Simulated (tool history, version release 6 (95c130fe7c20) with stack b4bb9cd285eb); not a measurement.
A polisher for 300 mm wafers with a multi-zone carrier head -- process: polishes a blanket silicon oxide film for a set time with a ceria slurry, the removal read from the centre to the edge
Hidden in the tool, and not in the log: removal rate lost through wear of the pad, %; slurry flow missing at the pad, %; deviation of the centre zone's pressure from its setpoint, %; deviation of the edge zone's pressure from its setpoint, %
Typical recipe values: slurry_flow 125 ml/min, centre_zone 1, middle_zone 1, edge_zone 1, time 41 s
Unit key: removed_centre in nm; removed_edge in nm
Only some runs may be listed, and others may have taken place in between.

| run | hour | slurry_flow | centre_zone | middle_zone | edge_zone | time | wafers since the last listed run | wafers polished on this pad | hours since the slurry nozzle was cleaned | hours since the centre zone pressure was calibrated | hours since the edge zone pressure was calibrated | hours since the carrier head's membrane was replaced | incoming thickness of the incoming film, nm | removed_centre | removed_edge |
|---|---|---|---|---|---|---|---|---|---|---|---|---|---|---|---|
| 1 | 0 | 140 | 1 | 1 | 1 | 41 | 0 | 328 | 527.4 | 229.1 | 212.9 | 585.5 | 1334 | 213.6 | 219.2 |
| 2 | 62.1 | 140 | 1 | 1 | 1 | 41 | 611 | 940 | 589.5 | 291.2 | 275 | 647.6 | 1323.1 | 215.3 | 221.4 |
| 3 | 163.1 | 140 | 1 | 1 | 1 | 41 | 995 | 1935 | 690.5 | 392.2 | 376 | 748.6 | 1323.1 | 215.1 | 226.6 |
| 4 | 202.7 | 125 | 1 | 1 | 1 | 41 | 390 | 2325 | 730.1 | 431.8 | 415.6 | 788.2 | 1348.4 | 204.2 | 212.4 |
| 5 | 267.4 | 125 | 1 | 1 | 1 | 41 | 637 | 2963 | 794.8 | 496.5 | 480.3 | 852.9 | 1327.9 | 200.2 | 213.7 |
|  | 313.8 | slurry nozzle cleaned |
|  | 327 | worn pad replaced by a new one |
|  | 561.3 | carrier head's membrane replaced by a new one |
|  | 582.1 | centre zone pressure recalibrated |
| 6 | 582.6 | 125 | 1 | 1 | 1 | 41 | 2988 | 2449 | 268.8 | 0.5 | 795.5 | 21.3 | 1340.8 | 212 | 215.2 |
|  | 645.1 | worn pad replaced by a new one |
| 7 | 687 | 125 | 1 | 1 | 1 | 41 | 989 | 413 | 373.2 | 104.9 | 899.9 | 125.7 | 1312.3 | 208.6 | 216.3 |
| 8 | 737.8 | 125 | 1 | 1 | 1 | 41 | 500 | 914 | 424 | 155.7 | 950.7 | 176.5 | 1316.9 | 212.5 | 211 |
| 9 | 796.4 | 125 | 1 | 1 | 1 | 41 | 577 | 1491 | 482.6 | 214.3 | 1009.3 | 235.1 | 1332.3 | 212.9 | 219 |

Run 10, settings as shown, results not yet in. Your forecast:
| 10 | 898.3 | 100 | 1 | 1 | 1 | 47 | 1004 | 2495 | 584.5 | 316.2 | 1111.2 | 337 | 1354.9 | ? | ? |

{"run 10": {"removed_centre": 215.1, "removed_edge": 234.9}}
Take away the tool's hidden state, keep the run-to-run variation as it was, and the same run would have given removed_centre 236.6 nm, removed_edge 247.9 nm.
